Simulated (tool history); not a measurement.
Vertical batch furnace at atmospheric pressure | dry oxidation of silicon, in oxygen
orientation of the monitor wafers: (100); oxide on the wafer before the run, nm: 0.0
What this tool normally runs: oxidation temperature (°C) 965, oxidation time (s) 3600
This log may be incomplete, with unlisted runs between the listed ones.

| run | hour | oxidation temperature (°C) | oxidation time (s) | read-back reference wafer on the same gauge, thickness | oxide thickness on the monitor wafer (angstrom) |
|---|---|---|---|---|---|
| 1 | 0.0 | 983 | 3600 | 42.41 | 418.0 |
| 2 | 28.5 | 972 | 3600 | 42.39 | 381.6 |
| 3 | 97.8 | 965 | 3600 | 42.38 | 359.9 |
| 4 | 160.8 | 965 | 3600 | 42.42 | 359.8 |
| 5 | 197.1 | 965 | 3600 | 42.38 | 359.6 |
| 6 | 250.4 | 965 | 3600 | 42.43 | 361.1 |
| 7 | 303.3 | 965 | 3600 | 42.35 | 358.7 |
| 8 | 354.6 | 965 | 3600 | 42.46 | 358.5 |
| 9 | 384.6 | 965 | 3600 | 42.40 | 357.9 |
| 10 | 436.0 | 965 | 3600 | 42.39 | 357.3 |
| 11 | 466.5 | 950 | 4500 | 42.42 | 360.9 |
| 12 | 531.7 | 950 | 4500 | 42.44 | 357.7 |
| 13 | 569.4 | 950 | 4500 | 42.43 | 358.4 |
| 14 | 613.3 | 965 | 3600 | 42.37 | 356.8 |
| 15 | 658.6 | 951 | 3600 | 42.39 | 312.3 |
| 16 | 688.2 | 960 | 3600 | 42.39 | 343.2 |
| 17 | 712.3 | 960 | 3600 | 42.39 | 341.6 |
| 18 | 751.5 | 950 | 2610 | 42.42 | 250.2 |
| 19 | 817.7 | 983 | 3600 | 42.42 | 408.8 |
| 20 | 842.0 | 973 | 4800 | 42.41 | 459.0 |
| 21 | 895.3 | 954 | 4620 | 42.43 | 379.8 |
| 22 | 942.5 | 965 | 4350 | 42.39 | 407.1 |
| 23 | 988.5 | 979 | 4890 | 42.39 | 488.4 |
| 24 | 1054.1 | 947 | 3600 | 42.43 | 298.0 |

What will run 25 give?
|  | 1170.3 | thermocouples replaced and temperature profile calibrated |
| 25 | 1219.8 | 965 | 4350 | ? | ? |

read-back reference wafer on the same gauge, thickness: 42.39
oxide thickness on the monitor wafer (angstrom): 403.0
Take away the tool's hidden state, keep the run-to-run variation as it was, and the same run would have given oxide thickness on the monitor wafer (angstrom) 413.6.

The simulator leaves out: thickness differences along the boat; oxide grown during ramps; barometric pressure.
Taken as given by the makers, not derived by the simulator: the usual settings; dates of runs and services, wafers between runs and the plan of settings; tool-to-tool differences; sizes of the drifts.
